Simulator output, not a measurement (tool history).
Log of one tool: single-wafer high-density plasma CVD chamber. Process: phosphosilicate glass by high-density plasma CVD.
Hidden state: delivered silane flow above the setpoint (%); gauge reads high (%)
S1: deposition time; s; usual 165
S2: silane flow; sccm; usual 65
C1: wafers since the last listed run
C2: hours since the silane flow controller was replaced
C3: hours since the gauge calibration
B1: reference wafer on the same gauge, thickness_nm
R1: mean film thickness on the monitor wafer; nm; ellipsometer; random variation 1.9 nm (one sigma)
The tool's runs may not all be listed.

run   hour   S1  S2   C1      C2     C3        B1        R1
  1      0  165  59    0  1509.2  113.3  1080.665  1045.709
  2   11.7  165  65   71  1520.9    125  1080.699  1127.756
  3   28.7  165  65  103  1537.9    142  1079.403  1127.069
  4     46  165  65  105  1555.2  159.3  1079.705  1128.925
  5   58.7  165  65   77  1567.9    172  1079.756  1126.002
  6   67.2  165  65   51  1576.4  180.5  1078.761  1127.691
  7   84.4  165  65  104  1593.6  197.7  1079.836  1126.418
  8   92.7  165  65   50  1601.9    206  1080.442  1126.117
     102.9  -- silane flow controller replaced
  9    105  165  65   26     2.1  218.3  1079.849  1180.542
 10    112  165  65   42     9.1  225.3  1079.372  1180.934
 11  119.7  165  65   46    16.8    233  1079.969  1183.325
     126.6  -- gauge calibrated
 12  135.9  165  65   98      33    9.3  1080.409  1177.083
 13  143.3  190  60   45    40.4   16.7  1080.737   1274.27
 14    151  165  65   46    48.1   24.4  1080.175  1180.349
 15  163.8  132  55   77    60.9   37.2   1080.94   827.067
 16  172.4  186  65   52    69.5   45.8  1079.892    1326.7
 17  180.1  192  76   46    77.2   53.5  1079.522  1551.767
 18  197.9  181  77  108      95   71.3  1080.041  1475.778
 19  208.5  165  65   64   105.6   81.9  1080.193  1177.476
 20  221.1  196  74   76   118.2   94.5    1080.7  1542.224
 21  229.9  165  55   53     127  103.3  1079.644  1029.978
 22  243.2  165  65   80   140.3  116.6  1080.587  1172.131
 23  255.9  182  72   77     153  129.3  1079.982  1398.528
 24  264.9  186  71   54     162  138.3  1080.334  1413.701
 25  277.9  165  77   79     175  151.3  1079.959  1337.624
 26  293.1  165  65   92   190.2  166.5  1079.894  1166.888
 27  299.4  195  57   38   196.5  172.8  1078.856  1245.264

Forecast each of these 3 alternatives for the next run:
  A  299.8  165  65   2  196.9  173.2   ?   ?
  B  299.8  193  62   2  196.9  173.2   ?   ?
  C  299.8  155  73   2  196.9  173.2   ?   ?

run       B1        R1
  A  1079.37  1169.171
  B  1079.37  1317.926
  C  1079.37  1204.646
Without the tool's hidden state the same runs would have given:
run        R1
  A  1183.336
  B  1333.892
  C   1219.24
